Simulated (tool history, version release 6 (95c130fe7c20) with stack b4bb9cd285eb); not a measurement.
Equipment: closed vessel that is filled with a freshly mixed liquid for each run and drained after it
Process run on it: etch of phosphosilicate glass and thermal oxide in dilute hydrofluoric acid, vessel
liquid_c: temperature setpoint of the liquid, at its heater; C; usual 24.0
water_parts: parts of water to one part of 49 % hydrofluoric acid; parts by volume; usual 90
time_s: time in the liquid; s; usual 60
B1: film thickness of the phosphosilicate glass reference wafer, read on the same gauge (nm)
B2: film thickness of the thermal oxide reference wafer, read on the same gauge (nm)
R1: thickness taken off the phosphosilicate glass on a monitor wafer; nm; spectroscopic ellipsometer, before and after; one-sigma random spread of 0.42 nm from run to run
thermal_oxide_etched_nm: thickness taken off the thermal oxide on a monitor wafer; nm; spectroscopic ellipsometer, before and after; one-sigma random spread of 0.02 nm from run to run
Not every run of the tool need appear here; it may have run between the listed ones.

Run 1, hour 0.0: usual settings but water_parts 115 parts by volume; B1 50.03; B2 90.010. Result: R1 64.57 nm, thermal_oxide_etched_nm 2.325 nm.
Run 2, hour 10.8: usual settings but water_parts 115 parts by volume; B1 49.99; B2 89.978. Result: R1 64.39 nm, thermal_oxide_etched_nm 2.327 nm.
Run 3, hour 20.6: usual settings but time_s 50 s; B1 50.01; B2 90.003. Result: R1 70.36 nm, thermal_oxide_etched_nm 2.610 nm.
Run 4, hour 30.5: usual settings but time_s 50 s; B1 50.03; B2 89.933. Result: R1 70.70 nm, thermal_oxide_etched_nm 2.555 nm.
At hour 33.1: thermometer replaced.
Run 5, hour 47.8: usual settings but time_s 50 s; B1 50.03; B2 89.975. Result: R1 64.48 nm, thermal_oxide_etched_nm 2.312 nm.
Run 6, hour 64.6: usual settings; B1 49.99; B2 90.001. Result: R1 77.44 nm, thermal_oxide_etched_nm 2.774 nm.
Run 7, hour 77.1: usual settings but liquid_c 22.5 C, water_parts 115 parts by volume, time_s 80 s; B1 49.98; B2 89.962. Result: R1 73.84 nm, thermal_oxide_etched_nm 2.719 nm.
Run 8, hour 90.3: usual settings but water_parts 60 parts by volume; B1 50.03; B2 90.009. Result: R1 122.28 nm, thermal_oxide_etched_nm 4.400 nm.
Run 9, hour 97.4: usual settings; B1 49.99; B2 89.974. Result: R1 77.84 nm, thermal_oxide_etched_nm 2.824 nm.
Run 10, hour 107.5: usual settings but water_parts 135 parts by volume, time_s 35 s; B1 49.99; B2 90.026. Result: R1 28.34 nm, thermal_oxide_etched_nm 1.033 nm.
Run 11, hour 119.2: usual settings but water_parts 75 parts by volume; B1 49.98; B2 89.983. Result: R1 95.22 nm, thermal_oxide_etched_nm 3.413 nm.
Run 12, hour 135.8: usual settings; B1 49.98; B2 89.984. Result: R1 77.86 nm, thermal_oxide_etched_nm 2.817 nm.
Run 13, hour 151.4: usual settings but liquid_c 26.5 C; B1 50.00; B2 90.024. Result: R1 84.70 nm, thermal_oxide_etched_nm 3.077 nm.
Run 14, hour 163.0: usual settings; B1 50.01; B2 89.986. Result: R1 78.57 nm, thermal_oxide_etched_nm 2.776 nm.
Run 15, hour 178.6: usual settings; B1 50.00; B2 90.059. Result: R1 78.03 nm, thermal_oxide_etched_nm 2.816 nm.
At hour 192.7: hydrofluoric acid flow meter replaced.
Run 16, hour 194.1: usual settings but liquid_c 28.0 C, water_parts 70 parts by volume; B1 49.99; B2 89.987. Result: R1 121.30 nm, thermal_oxide_etched_nm 4.433 nm.
Run 17, hour 219.0: usual settings; B1 50.00; B2 89.933. Result: R1 78.41 nm, thermal_oxide_etched_nm 2.844 nm.
Run 18, hour 235.4: usual settings; B1 49.96; B2 89.984. Result: R1 78.18 nm, thermal_oxide_etched_nm 2.827 nm.
Run 19, hour 250.0: usual settings but liquid_c 19.5 C, water_parts 60 parts by volume, time_s 35 s; B1 50.00; B2 90.003. Result: R1 58.78 nm, thermal_oxide_etched_nm 2.152 nm.
Run 20, hour 264.3: usual settings; B1 50.03; B2 90.022. Result: R1 78.26 nm, thermal_oxide_etched_nm 2.808 nm.
Run 21, hour 280.2: usual settings but water_parts 75 parts by volume, time_s 40 s; B1 50.02; B2 89.996. Result: R1 63.87 nm, thermal_oxide_etched_nm 2.298 nm.
Run 22, hour 292.8: usual settings but water_parts 110 parts by volume, time_s 35 s; B1 50.00; B2 90.001. Result: R1 36.36 nm, thermal_oxide_etched_nm 1.318 nm.
Run 23, hour 307.7: usual settings but water_parts 105 parts by volume, time_s 80 s; B1 50.02; B2 89.979. Result: R1 87.83 nm, thermal_oxide_etched_nm 3.191 nm.
Run 24, hour 320.9: usual settings but liquid_c 28.5 C, time_s 90 s; B1 50.00; B2 89.982. Result: R1 139.30 nm, thermal_oxide_etched_nm 5.069 nm.
Run 25, hour 331.8: usual settings but water_parts 120 parts by volume; B1 50.01; B2 89.976. Result: R1 56.64 nm, thermal_oxide_etched_nm 2.074 nm.
Run 26, hour 340.6: usual settings but liquid_c 27.5 C, water_parts 45 parts by volume, time_s 70 s; B1 49.99; B2 90.017. Result: R1 223.55 nm, thermal_oxide_etched_nm 8.122 nm.

What if the next run were any one of these 4? Each begins from the tool's condition after run 26:
Run A, hour 341.3: usual settings but liquid_c 22.0 C; B1 ?; B2 ?. Result: R1 ?, thermal_oxide_etched_nm ?.
Run B, hour 341.3: usual settings but liquid_c 21.0 C; B1 ?; B2 ?. Result: R1 ?, thermal_oxide_etched_nm ?.
Run C, hour 341.3: usual settings but water_parts 60 parts by volume, time_s 30 s; B1 ?; B2 ?. Result: R1 ?, thermal_oxide_etched_nm ?.
Run D, hour 341.3: usual settings but liquid_c 28.0 C, time_s 90 s; B1 ?; B2 ?. Result: R1 ?, thermal_oxide_etched_nm ?.

run     B1      B2      R1  thermal_oxide_etched_nm
  A  49.98  89.991   72.27                    2.631
  B  49.98  89.991   69.40                    2.527
  C  49.98  89.991   61.05                    2.223
  D  49.98  89.991  137.28                    4.998
The same runs, with their run-to-run variation unchanged, on a tool lacking any hidden condition would have given:
run      R1  thermal_oxide_etched_nm
  A   70.57                    2.569
  B   67.74                    2.467
  C   59.60                    2.170
  D  134.21                    4.886
